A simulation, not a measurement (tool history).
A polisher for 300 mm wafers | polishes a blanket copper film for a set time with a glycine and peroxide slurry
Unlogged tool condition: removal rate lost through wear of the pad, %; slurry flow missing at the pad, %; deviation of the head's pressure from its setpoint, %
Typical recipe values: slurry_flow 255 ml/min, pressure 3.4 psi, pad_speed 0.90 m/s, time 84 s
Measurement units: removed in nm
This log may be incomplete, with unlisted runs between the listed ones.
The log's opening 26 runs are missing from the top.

run     day  slurry_flow  pressure  pad_speed  time  wafers since the last listed run  wafers polished on this pad  hours since the slurry nozzle was cleaned  hours since the head pressure was calibrated  incoming thickness of the incoming film, nm  removed
 27  13.879          185       3.4       0.62    61                               117                         1462                                      147.5                                          23.9                                       2368.1    226.2
     14.208  -- worn pad replaced by a new one
 28  14.229          255       2.2       0.72   112                                31                            3                                      155.9                                          32.3                                       2409.6    355.6
 29  14.783          255       4.0       0.90    84                                95                           98                                      169.2                                          45.6                                       2399.4    519.7
 30  15.204          255       3.4       1.12    84                                72                          170                                      179.3                                          55.7                                       2434.8    542.3
 31  15.796          255       4.3       1.12    84                               101                          272                                      193.5                                          69.9                                       2414.6    655.9
 32  16.488          255       4.5       0.90    84                               118                          390                                      210.1                                          86.5                                       2405.4    563.0
 33  17.183          255       3.4       0.90    57                               119                          510                                      226.8                                         103.2                                       2374.1    301.6
 34  17.500          255       3.4       0.80    84                                54                          564                                      234.4                                         110.8                                       2373.2    400.1
 35  18.100          330       3.0       0.70   104                               102                          667                                      248.8                                         125.2                                       2408.7    413.8
 36  18.721          255       3.7       0.90    84                               106                          773                                      263.7                                         140.1                                       2395.2    467.0
 37  19.408          255       3.4       0.90    84                               117                          891                                      280.2                                         156.6                                       2340.8    437.2

Here are 4 independent what-if runs from the current tool condition. What would each one return?
  A  19.429          165       3.4       0.90    84                                 3                          895                                      280.7                                         157.1                                       2397.3        ?
  B  19.429          215       4.2       0.72    84                                 3                          895                                      280.7                                         157.1                                       2397.3        ?
  C  19.429          255       4.2       1.02    67                                 3                          895                                      280.7                                         157.1                                       2397.3        ?
  D  19.429          340       3.4       0.90    84                                 3                          895                                      280.7                                         157.1                                       2397.3        ?

run  removed
  A    422.9
  B    429.5
  C    469.2
  D    451.7
With the hidden condition removed and each run's random variation left untouched, the same runs would have given:
run  removed
  A    454.7
  B    459.1
  C    499.7
  D    478.2
